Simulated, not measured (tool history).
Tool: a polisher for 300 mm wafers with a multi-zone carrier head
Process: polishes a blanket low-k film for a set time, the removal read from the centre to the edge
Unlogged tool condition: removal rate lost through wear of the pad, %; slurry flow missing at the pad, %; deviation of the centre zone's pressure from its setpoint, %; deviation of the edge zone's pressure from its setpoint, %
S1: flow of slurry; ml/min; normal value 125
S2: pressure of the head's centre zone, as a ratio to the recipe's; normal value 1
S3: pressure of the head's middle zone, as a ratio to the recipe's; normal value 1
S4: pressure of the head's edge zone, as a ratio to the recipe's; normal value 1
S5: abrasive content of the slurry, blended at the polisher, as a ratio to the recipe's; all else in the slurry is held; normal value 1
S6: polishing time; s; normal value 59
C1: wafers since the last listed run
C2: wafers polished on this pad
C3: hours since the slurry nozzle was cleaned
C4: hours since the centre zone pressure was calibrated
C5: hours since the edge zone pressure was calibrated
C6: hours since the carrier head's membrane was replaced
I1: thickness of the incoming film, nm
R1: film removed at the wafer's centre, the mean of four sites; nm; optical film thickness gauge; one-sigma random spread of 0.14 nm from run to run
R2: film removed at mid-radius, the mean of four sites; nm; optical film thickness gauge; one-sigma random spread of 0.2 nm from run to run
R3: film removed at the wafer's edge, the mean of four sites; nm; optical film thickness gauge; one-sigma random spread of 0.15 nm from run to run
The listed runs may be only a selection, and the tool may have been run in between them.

{"run": 1, "day": 0.0, "S1": 125, "S2": 1, "S3": 1, "S4": 1, "S5": 1, "S6": 59, "C1": 0, "C2": 4002, "C3": 311.7, "C4": 700.2, "C5": 154.6, "C6": 980.4, "I1": 321.2, "R1": 14.7, "R2": 15.7, "R3": 15.1}
{"day": 1.625, "done": "worn pad replaced by a new one"}
{"day": 2.117, "done": "centre zone pressure recalibrated"}
{"run": 2, "day": 3.883, "S1": 125, "S2": 1, "S3": 1, "S4": 1, "S5": 1, "S6": 59, "C1": 1039, "C2": 622, "C3": 404.9, "C4": 42.4, "C5": 247.8, "C6": 1073.6, "I1": 323.9, "R1": 13.5, "R2": 14.6, "R3": 13.7}
{"run": 3, "day": 6.933, "S1": 125, "S2": 1, "S3": 1, "S4": 1.07, "S5": 1, "S6": 59, "C1": 872, "C2": 1494, "C3": 478.1, "C4": 115.6, "C5": 321, "C6": 1146.8, "I1": 320.6, "R1": 13.2, "R2": 13.8, "R3": 13.6}
{"run": 4, "day": 8.988, "S1": 125, "S2": 1, "S3": 1, "S4": 1.07, "S5": 1, "S6": 59, "C1": 587, "C2": 2082, "C3": 527.4, "C4": 164.9, "C5": 370.3, "C6": 1196.1, "I1": 316.6, "R1": 13, "R2": 13.7, "R3": 13.6}
{"day": 9.6, "done": "edge zone pressure recalibrated"}
{"run": 5, "day": 10.488, "S1": 125, "S2": 1, "S3": 1, "S4": 1, "S5": 1, "S6": 73, "C1": 405, "C2": 2487, "C3": 563.4, "C4": 200.9, "C5": 21.3, "C6": 1232.1, "I1": 321.2, "R1": 16.2, "R2": 17.2, "R3": 16.5}
{"run": 6, "day": 12.388, "S1": 125, "S2": 1, "S3": 1, "S4": 1, "S5": 1, "S6": 73, "C1": 543, "C2": 3030, "C3": 609, "C4": 246.5, "C5": 66.9, "C6": 1277.7, "I1": 322.8, "R1": 16.1, "R2": 16.8, "R3": 16.2}
{"day": 13.871, "done": "worn pad replaced by a new one, repeated, since the last time left the tool worse"}
{"day": 15.954, "done": "slurry nozzle cleaned"}
{"run": 7, "day": 16.862, "S1": 125, "S2": 1, "S3": 1, "S4": 1, "S5": 1, "S6": 59, "C1": 1220, "C2": 843, "C3": 21.8, "C4": 353.9, "C5": 174.3, "C6": 1385.1, "I1": 326, "R1": 15.1, "R2": 16.2, "R3": 15.5}
{"run": 8, "day": 18.958, "S1": 95, "S2": 1, "S3": 1, "S4": 0.97, "S5": 1, "S6": 59, "C1": 599, "C2": 1442, "C3": 72.1, "C4": 404.2, "C5": 224.6, "C6": 1435.4, "I1": 317.5, "R1": 13.9, "R2": 14.8, "R3": 14.2}
{"run": 9, "day": 23.158, "S1": 125, "S2": 1, "S3": 1, "S4": 1, "S5": 1, "S6": 59, "C1": 1201, "C2": 2643, "C3": 172.9, "C4": 505, "C5": 325.4, "C6": 1536.2, "I1": 318, "R1": 15, "R2": 15.5, "R3": 15.1}
{"run": 10, "day": 25.212, "S1": 125, "S2": 1, "S3": 1, "S4": 1, "S5": 1, "S6": 69, "C1": 587, "C2": 3231, "C3": 222.2, "C4": 554.3, "C5": 374.7, "C6": 1585.5, "I1": 319, "R1": 17.3, "R2": 18, "R3": 17.7}
{"day": 26.671, "done": "edge zone pressure recalibrated"}
{"run": 11, "day": 27.804, "S1": 125, "S2": 1, "S3": 1, "S4": 1, "S5": 1, "S6": 59, "C1": 717, "C2": 3948, "C3": 284.4, "C4": 616.5, "C5": 27.2, "C6": 1647.7, "I1": 318.3, "R1": 15.1, "R2": 15.6, "R3": 15}
{"day": 28.962, "done": "worn pad replaced by a new one"}
{"day": 30.658, "done": "centre zone pressure recalibrated"}
{"run": 12, "day": 31.321, "S1": 125, "S2": 1.07, "S3": 0.93, "S4": 1, "S5": 0.75, "S6": 45, "C1": 934, "C2": 650, "C3": 368.8, "C4": 15.9, "C5": 111.6, "C6": 1732.1, "I1": 326.6, "R1": 10.7, "R2": 10.3, "R3": 10.5}
{"day": 33.908, "done": "carrier head's membrane replaced by a new one"}
{"run": 13, "day": 34.592, "S1": 125, "S2": 1, "S3": 1, "S4": 1, "S5": 1, "S6": 59, "C1": 875, "C2": 1526, "C3": 447.3, "C4": 94.4, "C5": 190.1, "C6": 16.4, "I1": 319, "R1": 14.9, "R2": 15.7, "R3": 15.5}
{"run": 14, "day": 39.004, "S1": 125, "S2": 1, "S3": 0.89, "S4": 1, "S5": 1.25, "S6": 41, "C1": 1262, "C2": 2788, "C3": 553.2, "C4": 200.3, "C5": 296, "C6": 122.3, "I1": 324.7, "R1": 11.3, "R2": 10.8, "R3": 11.6}
{"run": 15, "day": 41.462, "S1": 125, "S2": 0.93, "S3": 0.94, "S4": 1, "S5": 1, "S6": 59, "C1": 703, "C2": 3491, "C3": 612.2, "C4": 259.3, "C5": 355, "C6": 181.3, "I1": 319.2, "R1": 14.2, "R2": 14.9, "R3": 15.1}
{"run": 16, "day": 44.496, "S1": 125, "S2": 1, "S3": 1.11, "S4": 1, "S5": 1, "S6": 59, "C1": 867, "C2": 4359, "C3": 685, "C4": 332.1, "C5": 427.8, "C6": 254.1, "I1": 323.9, "R1": 14.7, "R2": 17.3, "R3": 14.8}
{"day": 45.017, "done": "edge zone pressure recalibrated"}
{"day": 46.367, "done": "worn pad replaced by a new one"}
{"day": 46.571, "done": "slurry nozzle cleaned"}
{"run": 17, "day": 47.958, "S1": 160, "S2": 1, "S3": 1, "S4": 1, "S5": 0.9, "S6": 59, "C1": 906, "C2": 443, "C3": 33.3, "C4": 415.2, "C5": 70.6, "C6": 337.2, "I1": 324.3, "R1": 15.9, "R2": 16.7, "R3": 15.8}
{"run": 18, "day": 50.908, "S1": 125, "S2": 1, "S3": 1, "S4": 1, "S5": 1, "S6": 73, "C1": 843, "C2": 1287, "C3": 104.1, "C4": 486, "C5": 141.4, "C6": 408, "I1": 315.8, "R1": 18.8, "R2": 19.7, "R3": 19.3}
{"run": 19, "day": 53.967, "S1": 95, "S2": 1, "S3": 1, "S4": 1, "S5": 1, "S6": 59, "C1": 874, "C2": 2161, "C3": 177.5, "C4": 559.4, "C5": 214.8, "C6": 481.4, "I1": 325.5, "R1": 14, "R2": 14.8, "R3": 14.5}
{"day": 58.142, "done": "centre zone pressure recalibrated"}
{"run": 20, "day": 58.404, "S1": 150, "S2": 1.1, "S3": 1, "S4": 1, "S5": 1.15, "S6": 52, "C1": 1245, "C2": 3407, "C3": 284, "C4": 6.3, "C5": 321.3, "C6": 587.9, "I1": 322.3, "R1": 15.5, "R2": 15.1, "R3": 14.5}
{"day": 60.554, "done": "edge zone pressure recalibrated"}
{"day": 62.317, "done": "worn pad replaced by a new one"}
{"run": 21, "day": 62.338, "S1": 150, "S2": 1.04, "S3": 1.03, "S4": 1.07, "S5": 1, "S6": 59, "C1": 1053, "C2": 5, "C3": 378.4, "C4": 100.7, "C5": 42.8, "C6": 682.3, "I1": 319.5, "R1": 16.9, "R2": 17.5, "R3": 16.7}

Hidden state at the last listed run before each entry between runs and at the first one after, where it differs:
From run 1 to run 2: worn pad replaced by a new one (day 1.625); centre zone pressure recalibrated (day 2.117)
  removal rate lost through wear of the pad, %: 6.68 -> 14.5
  the result without the hidden state subtracted from the measured one, R1: -1.1 -> -2.3 nm; R2: -1.1 -> -2.5 nm; R3: -1.1 -> -2.3 nm
From run 4 to run 5: edge zone pressure recalibrated (day 9.6)
  removal rate lost through wear of the pad, %: 17.2 -> 17.6
  the result without the hidden state subtracted from the measured one, R1: -2.7 -> -3.5 nm; R2: -2.8 -> -3.6 nm; R3: -2.9 -> -3.6 nm
From run 6 to run 7: worn pad replaced by a new one, repeated, since the last time left the tool worse (day 13.871); slurry nozzle cleaned (day 15.954)
  removal rate lost through wear of the pad, %: 18 -> 3.43
  the result without the hidden state subtracted from the measured one, R1: -3.6 -> -0.6 nm; R2: -3.7 -> -0.6 nm; R3: -3.5 -> -0.5 nm
From run 10 to run 11: edge zone pressure recalibrated (day 26.671)
  removal rate lost through wear of the pad, %: 6.45 -> 6.76
  the result without the hidden state subtracted from the measured one, R1: -1.2 -> -1.1 nm; R2: -1.3 -> -1.1 nm; R3: -1.3 -> -1.1 nm
From run 11 to run 12: worn pad replaced by a new one (day 28.962); centre zone pressure recalibrated (day 30.658)
  removal rate lost through wear of the pad, %: 6.76 -> 2.53
  the result without the hidden state subtracted from the measured one, R1: -1.1 -> -0.3 nm; R2: -1.1 -> -0.3 nm; R3: -1.1 -> -0.3 nm
From run 12 to run 13: carrier head's membrane replaced by a new one (day 33.908)
  removal rate lost through wear of the pad, %: 2.53 -> 4.51
  the result without the hidden state subtracted from the measured one, R1: -0.3 -> -0.7 nm; R2: -0.3 -> -0.8 nm; R3: -0.3 -> -0.7 nm
From run 16 to run 17: edge zone pressure recalibrated (day 45.017); worn pad replaced by a new one (day 46.367); slurry nozzle cleaned (day 46.571)
  removal rate lost through wear of the pad, %: 6.48 -> 1.94
  the result without the hidden state subtracted from the measured one, R1: -1 -> -0.3 nm; R2: -1.2 -> -0.4 nm; R3: -1.1 -> -0.3 nm
From run 19 to run 20: centre zone pressure recalibrated (day 58.142)
  removal rate lost through wear of the pad, %: 5.3 -> 6.21
  the result without the hidden state subtracted from the measured one, R1: -0.7 -> -1 nm; R2: -0.8 -> -1.1 nm; R3: -0.8 -> -0.9 nm
From run 20 to run 21: edge zone pressure recalibrated (day 60.554); worn pad replaced by a new one (day 62.317)
  removal rate lost through wear of the pad, %: 6.21 -> 0.784
  the result without the hidden state subtracted from the measured one, R1: -1 -> -0.1 nm; R2: -1.1 -> -0.1 nm; R3: -0.9 -> -0.1 nm
